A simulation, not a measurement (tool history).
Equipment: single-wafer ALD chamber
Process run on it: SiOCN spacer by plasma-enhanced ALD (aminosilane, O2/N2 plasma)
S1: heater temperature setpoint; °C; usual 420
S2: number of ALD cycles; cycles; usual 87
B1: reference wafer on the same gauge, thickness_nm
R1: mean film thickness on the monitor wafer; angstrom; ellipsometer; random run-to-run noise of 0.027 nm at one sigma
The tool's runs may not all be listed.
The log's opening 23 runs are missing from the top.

run    hour   S1   S2     B1     R1
 24  1865.3  432   96  4.766  55.18
     1886.5  -- thermocouple changed; heater temperature recalibrated
 25  1932.7  413   98  4.765  59.10
 26  1981.7  420   87  4.769  52.19
 27  2064.4  431   77  4.778  44.21
 28  2133.9  420   87  4.779  51.89
 29  2217.2  411  102  4.786  62.15
 30  2303.9  420   87  4.790  51.88
 31  2376.0  430   87  4.795  50.84
 32  2465.4  420   87  4.810  51.84
 33  2525.8  435   96  4.809  55.06
 34  2576.5  429   77  4.806  45.22
 35  2619.9  425   95  4.813  55.74

What if the next run were any one of these 3? Each begins from the tool's condition after run 35:
  A  2620.5  420   82   ?   ?
  B  2620.5  420  104   ?   ?
  C  2620.5  428   99   ?   ?

run     B1     R1
  A  4.808  49.21
  B  4.808  62.41
  C  4.808  58.08
Without the tool's hidden state the same runs would have given:
run     R1
  A  47.84
  B  60.68
  C  56.46

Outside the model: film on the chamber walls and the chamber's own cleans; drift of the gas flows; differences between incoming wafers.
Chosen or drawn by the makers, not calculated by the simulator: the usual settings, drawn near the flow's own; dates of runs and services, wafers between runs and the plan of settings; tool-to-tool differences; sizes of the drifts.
